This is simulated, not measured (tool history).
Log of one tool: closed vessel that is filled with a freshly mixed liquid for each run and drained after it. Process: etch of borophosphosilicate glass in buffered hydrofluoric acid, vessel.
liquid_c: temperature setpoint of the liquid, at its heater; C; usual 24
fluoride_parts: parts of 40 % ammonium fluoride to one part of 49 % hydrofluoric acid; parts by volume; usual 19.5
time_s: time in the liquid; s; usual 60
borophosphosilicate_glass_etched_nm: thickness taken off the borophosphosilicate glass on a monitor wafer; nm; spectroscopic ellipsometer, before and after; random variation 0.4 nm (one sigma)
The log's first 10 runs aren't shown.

run	day	liquid_c	fluoride_parts	time_s	read-back film thickness of the borophosphosilicate glass reference wafer, read on the same gauge (nm)	borophosphosilicate_glass_etched_nm
11	32.396	22.5	19.5	45	60.97	36.93
12	34.879	22.5	19.5	45	61.17	37.2
13	38.579	19.5	19.5	40	61.44	28.18
14	41.029	22	12.5	75	61.63	94.22
15	44.396	24	22	40	61.83	33.57
16	46.946	21	13.5	70	61.96	78.33
17	48.675	24	19.5	60	62.06	54.86
18	50.942	24	19.5	60	62.08	54.43
19	53.008	24	19.5	60	62.21	54.46
20	56.146	22	12	35	62.28	46.62
21	60.108	22.5	19.5	45	62.43	37.89
# day 60.167: thermometer replaced
22	64.571	24	19.5	60	62.53	54.4
23	68.346	24	19.5	60	62.57	54.55
24	71.517	19.5	19.5	60	62.61	42.8
25	74.554	22	19.5	60	62.64	48.56
26	77.775	24	19.5	60	62.73	56.02
27	80.596	24	25.5	90	62.76	67.97
28	82.929	24	19.5	90	62.75	82.26
29	85.838	28.5	19.5	60	62.78	70.47
30	88.088	21.5	19.5	80	62.78	63.55
# day 91.996: gauge calibrated
31	92.129	24	19.5	60	59.78	52.3
32	95.738	21.5	26	35	60.31	22.01

Forecast each of these 3 alternatives for the next run:
A	95.767	24	19.5	80	?	?
B	95.767	25.5	14.5	30	?	?
C	95.767	24	19.5	85	?	?

run	read-back film thickness of the borophosphosilicate glass reference wafer, read on the same gauge (nm)	borophosphosilicate_glass_etched_nm
A	60.27	70.87
B	60.27	38.61
C	60.27	75.3
Without the tool's hidden state the same runs would have given:
run	borophosphosilicate_glass_etched_nm
A	70.52
B	38.42
C	74.93

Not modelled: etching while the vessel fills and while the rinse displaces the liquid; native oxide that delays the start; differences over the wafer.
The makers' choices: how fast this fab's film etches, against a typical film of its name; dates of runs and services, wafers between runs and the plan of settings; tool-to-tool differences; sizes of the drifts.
